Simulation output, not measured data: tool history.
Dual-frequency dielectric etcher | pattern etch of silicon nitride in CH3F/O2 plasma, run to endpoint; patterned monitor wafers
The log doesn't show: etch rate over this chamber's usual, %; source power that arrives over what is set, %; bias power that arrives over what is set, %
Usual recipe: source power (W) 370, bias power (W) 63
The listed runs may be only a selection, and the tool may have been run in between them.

run    hour  source power (W)  bias power (W)  wafers since the last listed run  hours since the last wet clean  hours since the last source power generator calibration  hours since the last bias power generator calibration  hours since the last upper electrode change  incoming incoming film thickness, nm  endpoint time (s)
  1     0.0               370              72                                 0                           488.2                                                   2472.6                                                  643.7                                       4806.2                                  94.5              113.2
  2    61.3               370              63                               470                           549.5                                                   2533.9                                                  705.0                                       4867.5                                  93.6              120.8
  3   113.8               370              63                               402                           602.0                                                   2586.4                                                  757.5                                       4920.0                                  95.0              122.7
      154.7  -- wet clean of the chamber
  4   182.5               310              70                               343                            27.8                                                   2655.1                                                  826.2                                       4988.7                                  94.7              119.7
  5   210.1               370              71                               211                            55.4                                                   2682.7                                                  853.8                                       5016.3                                  93.6              110.7
  6   251.8               370              71                               320                            97.1                                                   2724.4                                                  895.5                                       5058.0                                  95.0              113.0
      322.4  -- upper electrode replaced
  7   322.9               370              71                               361                           168.2                                                   2795.5                                                  966.6                                          0.5                                  94.6              112.5
  8   349.4               370              63                               203                           194.7                                                   2822.0                                                  993.1                                         27.0                                  94.3              118.9
  9   385.7               370              63                               278                           231.0                                                   2858.3                                                 1029.4                                         63.3                                  94.4              120.6
      393.1  -- source power generator calibrated
 10   451.3               370              63                               472                           296.6                                                     58.2                                                 1095.0                                        128.9                                  94.2              116.6
 11   519.8               370              63                               525                           365.1                                                    126.7                                                 1163.5                                        197.4                                  94.8              118.1
 12   551.6               370              63                               244                           396.9                                                    158.5                                                 1195.3                                        229.2                                  94.2              117.1
 13   599.6               420              63                               368                           444.9                                                    206.5                                                 1243.3                                        277.2                                  94.9              113.4
 14   631.6               370              63                               245                           476.9                                                    238.5                                                 1275.3                                        309.2                                  95.3              118.5
 15   684.2               370              63                               403                           529.5                                                    291.1                                                 1327.9                                        361.8                                  95.0              119.6
 16   708.9               430              58                               189                           554.2                                                    315.8                                                 1352.6                                        386.5                                  93.6              115.5
      736.4  -- wet clean of the chamber
 17   736.9               340              63                                30                             0.5                                                    343.8                                                 1380.6                                        414.5                                  95.3              122.2
 18   766.5               370              63                               227                            30.1                                                    373.4                                                 1410.2                                        444.1                                  95.3              116.3
 19   818.6               460              50                               399                            82.2                                                    425.5                                                 1462.3                                        496.2                                  95.6              122.0
 20   890.8               340              75                               554                           154.4                                                    497.7                                                 1534.5                                        568.4                                  94.7              112.4
 21   917.5               430              63                               204                           181.1                                                    524.4                                                 1561.2                                        595.1                                  95.5              111.4
 22  1059.5               310              63                              1090                           323.1                                                    666.4                                                 1703.2                                        737.1                                  94.7              126.3
     1082.7  -- bias power generator calibrated
 23  1235.9               370              71                              1323                           499.5                                                    842.8                                                  153.2                                        913.5                                  95.0              112.8
     1286.5  -- wet clean of the chamber
 24  1293.7               340              47                               259                             7.2                                                    900.6                                                  211.0                                        971.3                                  94.3              139.9
 25  1333.1               370              63                               302                            46.6                                                    940.0                                                  250.4                                       1010.7                                  94.3              116.8
 26  1365.1               370              63                               245                            78.6                                                    972.0                                                  282.4                                       1042.7                                  93.8              115.9
 27  1391.1               370              63                               199                           104.6                                                    998.0                                                  308.4                                       1068.7                                  95.3              118.1
 28  1438.7               310              55                               365                           152.2                                                   1045.6                                                  356.0                                       1116.3                                  94.5              134.9
 29  1505.0               370              77                               508                           218.5                                                   1111.9                                                  422.3                                       1182.6                                  95.5              106.6
 30  1564.6               320              69                               457                           278.1                                                   1171.5                                                  481.9                                       1242.2                                  94.6              119.0
 31  1625.1               440              49                               464                           338.6                                                   1232.0                                                  542.4                                       1302.7                                  94.6              126.3
 32  1657.2               300              56                               246                           370.7                                                   1264.1                                                  574.5                                       1334.8                                  94.4              137.6
 33  1704.2               320              63                               360                           417.7                                                   1311.1                                                  621.5                                       1381.8                                  95.3              126.9
 34  1749.7               370              49                               349                           463.2                                                   1356.6                                                  667.0                                       1427.3                                  93.1              133.4
 35  1776.9               420              56                               208                           490.4                                                   1383.8                                                  694.2                                       1454.5                                  93.4              117.7
     1825.6  -- wet clean of the chamber
 36  1826.7               370              63                               198                             1.1                                                   1433.6                                                  744.0                                       1504.3                                  94.8              117.0

Hidden state, per run?
bias power that arrives over what is set, %: 0, the same for each run
H1: etch rate over this chamber's usual, %
H2: source power that arrives over what is set, %
run        H1       H2
  1     -2.05    -4.64
  2      -2.3    -4.75
  3     -2.52    -4.83
  4    0.0275    -4.95
  5   -0.0875    -4.99
  6    -0.261    -5.06
  7    -0.557    -5.18
  8    -0.668    -5.22
  9    -0.819    -5.28
 10     -1.09    0.756
 11     -1.38    0.642
 12     -1.51     0.59
 13     -1.71     0.51
 14     -1.84    0.457
 15     -2.06     0.37
 16     -2.17    0.329
 17     -0.11    0.282
 18    -0.233    0.233
 19     -0.45    0.147
 20    -0.751   0.0267
 21    -0.862  -0.0176
 22     -1.45   -0.253
 23     -2.19   -0.546
 24     0.159   -0.642
 25  -0.00513   -0.707
 26    -0.138    -0.76
 27    -0.247   -0.803
 28    -0.445   -0.882
 29    -0.721   -0.993
 30     -0.97    -1.09
 31     -1.22    -1.19
 32     -1.36    -1.25
 33     -1.55    -1.32
 34     -1.74     -1.4
 35     -1.85    -1.44
 36  -0.00416    -1.53

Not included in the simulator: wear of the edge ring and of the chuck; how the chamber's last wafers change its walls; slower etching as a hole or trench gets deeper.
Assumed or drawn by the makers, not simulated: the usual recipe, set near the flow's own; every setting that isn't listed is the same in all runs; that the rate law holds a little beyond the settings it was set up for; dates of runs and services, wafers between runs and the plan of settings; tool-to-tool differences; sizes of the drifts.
